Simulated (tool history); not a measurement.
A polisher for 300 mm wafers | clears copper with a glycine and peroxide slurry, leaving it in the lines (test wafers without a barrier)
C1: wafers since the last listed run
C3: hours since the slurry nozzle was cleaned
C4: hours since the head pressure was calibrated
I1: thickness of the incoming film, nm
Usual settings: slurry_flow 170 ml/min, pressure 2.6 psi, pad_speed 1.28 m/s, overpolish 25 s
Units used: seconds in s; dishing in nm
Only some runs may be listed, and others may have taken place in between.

run 1 hour=0.0 | slurry_flow=170 pressure=2.6 pad_speed=1.28 overpolish=25 | C1=0 wafers_polished_on_this_pad=470 C3=77.7 C4=329.3 | I1=556.1 | seconds=95.4 dishing=61.4
run 2 hour=15.7 | slurry_flow=170 pressure=2.6 pad_speed=1.28 overpolish=25 | C1=95 wafers_polished_on_this_pad=566 C3=93.4 C4=345.0 | I1=551.4 | seconds=95.8 dishing=62.7
run 3 hour=43.9 | slurry_flow=170 pressure=2.6 pad_speed=1.28 overpolish=25 | C1=172 wafers_polished_on_this_pad=738 C3=121.6 C4=373.2 | I1=543.4 | seconds=92.5 dishing=60.6
run 4 hour=61.9 | slurry_flow=170 pressure=2.6 pad_speed=1.16 overpolish=25 | C1=109 wafers_polished_on_this_pad=848 C3=139.6 C4=391.2 | I1=555.9 | seconds=103.1 dishing=57.8
-- hour=75.3 worn pad replaced by a new one
run 5 hour=87.2 | slurry_flow=170 pressure=2.6 pad_speed=1.28 overpolish=25 | C1=130 wafers_polished_on_this_pad=72 C3=164.9 C4=416.5 | I1=559.9 | seconds=96.6 dishing=59.8
run 6 hour=122.0 | slurry_flow=170 pressure=2.6 pad_speed=1.28 overpolish=25 | C1=212 wafers_polished_on_this_pad=285 C3=199.7 C4=451.3 | I1=541.1 | seconds=95.0 dishing=59.6
run 7 hour=139.6 | slurry_flow=170 pressure=2.1 pad_speed=1.28 overpolish=25 | C1=107 wafers_polished_on_this_pad=392 C3=217.3 C4=468.9 | I1=549.8 | seconds=112.2 dishing=52.1
run 8 hour=157.0 | slurry_flow=170 pressure=2.6 pad_speed=1.28 overpolish=25 | C1=106 wafers_polished_on_this_pad=499 C3=234.7 C4=486.3 | I1=552.9 | seconds=96.2 dishing=58.3
run 9 hour=192.0 | slurry_flow=170 pressure=2.6 pad_speed=1.28 overpolish=25 | C1=213 wafers_polished_on_this_pad=712 C3=269.7 C4=521.3 | I1=554.9 | seconds=99.0 dishing=60.5
run 10 hour=213.3 | slurry_flow=170 pressure=2.6 pad_speed=1.28 overpolish=25 | C1=130 wafers_polished_on_this_pad=842 C3=291.0 C4=542.6 | I1=548.2 | seconds=97.0 dishing=58.5
run 11 hour=247.4 | slurry_flow=170 pressure=2.6 pad_speed=1.28 overpolish=25 | C1=208 wafers_polished_on_this_pad=1051 C3=325.1 C4=576.7 | I1=557.1 | seconds=98.9 dishing=60.4
-- hour=258.7 worn pad replaced by a new one
run 12 hour=270.8 | slurry_flow=170 pressure=2.6 pad_speed=1.28 overpolish=25 | C1=118 wafers_polished_on_this_pad=73 C3=348.5 C4=600.1 | I1=561.3 | seconds=101.9 dishing=61.9
run 13 hour=283.3 | slurry_flow=170 pressure=2.6 pad_speed=1.28 overpolish=25 | C1=76 wafers_polished_on_this_pad=149 C3=361.0 C4=612.6 | I1=544.0 | seconds=97.2 dishing=59.4
run 14 hour=309.7 | slurry_flow=190 pressure=2.6 pad_speed=1.28 overpolish=15 | C1=161 wafers_polished_on_this_pad=311 C3=387.4 C4=639.0 | I1=550.4 | seconds=98.5 dishing=45.2
run 15 hour=344.9 | slurry_flow=190 pressure=2.6 pad_speed=1.28 overpolish=15 | C1=214 wafers_polished_on_this_pad=526 C3=422.6 C4=674.2 | I1=548.6 | seconds=99.0 dishing=44.1
run 16 hour=375.5 | slurry_flow=190 pressure=2.6 pad_speed=1.28 overpolish=15 | C1=186 wafers_polished_on_this_pad=713 C3=453.2 C4=704.8 | I1=544.8 | seconds=98.9 dishing=45.0
run 17 hour=396.5 | slurry_flow=195 pressure=2.6 pad_speed=1.28 overpolish=13 | C1=128 wafers_polished_on_this_pad=841 C3=474.2 C4=725.8 | I1=559.9 | seconds=99.5 dishing=40.5
run 18 hour=409.1 | slurry_flow=170 pressure=2.6 pad_speed=1.16 overpolish=20 | C1=76 wafers_polished_on_this_pad=918 C3=486.8 C4=738.4 | I1=556.8 | seconds=108.9 dishing=52.9
-- hour=414.1 worn pad replaced by a new one
-- hour=469.0 slurry nozzle cleaned
run 19 hour=488.3 | slurry_flow=130 pressure=2.1 pad_speed=0.90 overpolish=16 | C1=453 wafers_polished_on_this_pad=447 C3=19.3 C4=817.6 | I1=546.7 | seconds=159.8 dishing=34.9
-- hour=512.3 head pressure recalibrated
run 20 hour=522.6 | slurry_flow=170 pressure=2.6 pad_speed=1.62 overpolish=32 | C1=197 wafers_polished_on_this_pad=644 C3=53.6 C4=10.3 | I1=548.2 | seconds=77.4 dishing=71.7
run 21 hour=552.8 | slurry_flow=170 pressure=2.6 pad_speed=1.06 overpolish=25 | C1=184 wafers_polished_on_this_pad=829 C3=83.8 C4=40.5 | I1=545.3 | seconds=104.6 dishing=58.8
run 22 hour=578.3 | slurry_flow=140 pressure=2.6 pad_speed=0.90 overpolish=17 | C1=155 wafers_polished_on_this_pad=984 C3=109.3 C4=66.0 | I1=555.5 | seconds=120.0 dishing=43.3
-- hour=595.2 worn pad replaced by a new one
run 23 hour=595.7 | slurry_flow=170 pressure=2.3 pad_speed=1.28 overpolish=13 | C1=81 wafers_polished_on_this_pad=2 C3=126.7 C4=83.4 | I1=556.4 | seconds=103.2 dishing=40.7
run 24 hour=614.1 | slurry_flow=170 pressure=1.9 pad_speed=1.70 overpolish=25 | C1=112 wafers_polished_on_this_pad=115 C3=145.1 C4=101.8 | I1=554.3 | seconds=101.2 dishing=59.5
run 25 hour=630.5 | slurry_flow=170 pressure=2.6 pad_speed=1.28 overpolish=19 | C1=100 wafers_polished_on_this_pad=215 C3=161.5 C4=118.2 | I1=549.3 | seconds=93.0 dishing=52.1
run 26 hour=648.8 | slurry_flow=170 pressure=2.6 pad_speed=1.28 overpolish=25 | C1=111 wafers_polished_on_this_pad=327 C3=179.8 C4=136.5 | I1=556.9 | seconds=94.4 dishing=61.6
run 27 hour=671.2 | slurry_flow=170 pressure=2.6 pad_speed=1.28 overpolish=25 | C1=136 wafers_polished_on_this_pad=464 C3=202.2 C4=158.9 | I1=550.2 | seconds=93.9 dishing=60.8
run 28 hour=705.4 | slurry_flow=195 pressure=3.4 pad_speed=1.50 overpolish=25 | C1=208 wafers_polished_on_this_pad=672 C3=236.4 C4=193.1 | I1=541.0 | seconds=63.4 dishing=70.2
run 29 hour=736.2 | slurry_flow=170 pressure=2.6 pad_speed=1.28 overpolish=25 | C1=188 wafers_polished_on_this_pad=861 C3=267.2 C4=223.9 | I1=555.2 | seconds=95.2 dishing=59.4
run 30 hour=749.5 | slurry_flow=170 pressure=2.6 pad_speed=1.28 overpolish=25 | C1=81 wafers_polished_on_this_pad=942 C3=280.5 C4=237.2 | I1=557.2 | seconds=96.5 dishing=62.4
-- hour=760.2 worn pad replaced by a new one
run 31 hour=782.0 | slurry_flow=125 pressure=2.6 pad_speed=1.28 overpolish=37 | C1=174 wafers_polished_on_this_pad=133 C3=313.0 C4=269.7 | I1=550.7 | seconds=102.9 dishing=69.8
run 32 hour=796.1 | slurry_flow=230 pressure=3.2 pad_speed=0.86 overpolish=15 | C1=86 wafers_polished_on_this_pad=219 C3=327.1 C4=283.8 | I1=545.8 | seconds=101.2 dishing=45.2
run 33 hour=817.9 | slurry_flow=205 pressure=3.1 pad_speed=1.28 overpolish=30 | C1=133 wafers_polished_on_this_pad=352 C3=348.9 C4=305.6 | I1=555.8 | seconds=81.3 dishing=69.4
run 34 hour=834.9 | slurry_flow=170 pressure=2.6 pad_speed=1.28 overpolish=25 | C1=103 wafers_polished_on_this_pad=456 C3=365.9 C4=322.6 | I1=547.8 | seconds=94.5 dishing=61.2

Forecast each of these 5 alternatives for the next run:
run A hour=835.4 | slurry_flow=210 pressure=2.6 pad_speed=1.28 overpolish=25 | C1=3 wafers_polished_on_this_pad=459 C3=366.4 C4=323.1 | I1=547.1 | seconds=? dishing=?
run B hour=835.4 | slurry_flow=185 pressure=2.0 pad_speed=1.28 overpolish=37 | C1=3 wafers_polished_on_this_pad=459 C3=366.4 C4=323.1 | I1=547.1 | seconds=? dishing=?
run C hour=835.4 | slurry_flow=130 pressure=2.2 pad_speed=1.68 overpolish=33 | C1=3 wafers_polished_on_this_pad=459 C3=366.4 C4=323.1 | I1=547.1 | seconds=? dishing=?
run D hour=835.4 | slurry_flow=185 pressure=3.5 pad_speed=1.12 overpolish=38 | C1=3 wafers_polished_on_this_pad=459 C3=366.4 C4=323.1 | I1=547.1 | seconds=? dishing=?
run E hour=835.4 | slurry_flow=205 pressure=2.1 pad_speed=1.28 overpolish=36 | C1=3 wafers_polished_on_this_pad=459 C3=366.4 C4=323.1 | I1=547.1 | seconds=? dishing=?

run=A seconds=92.3 dishing=61.9
run=B seconds=116.7 dishing=66.1
run=C seconds=94.6 dishing=66.8
run=D seconds=80.3 dishing=75.6
run=E seconds=110.5 dishing=66.8
What these runs would have given with no unlogged condition in the tool:
run=A seconds=88.3 dishing=63.2
run=B seconds=111.8 dishing=67.2
run=C seconds=90.4 dishing=67.9
run=D seconds=76.7 dishing=76.4
run=E seconds=105.9 dishing=67.8

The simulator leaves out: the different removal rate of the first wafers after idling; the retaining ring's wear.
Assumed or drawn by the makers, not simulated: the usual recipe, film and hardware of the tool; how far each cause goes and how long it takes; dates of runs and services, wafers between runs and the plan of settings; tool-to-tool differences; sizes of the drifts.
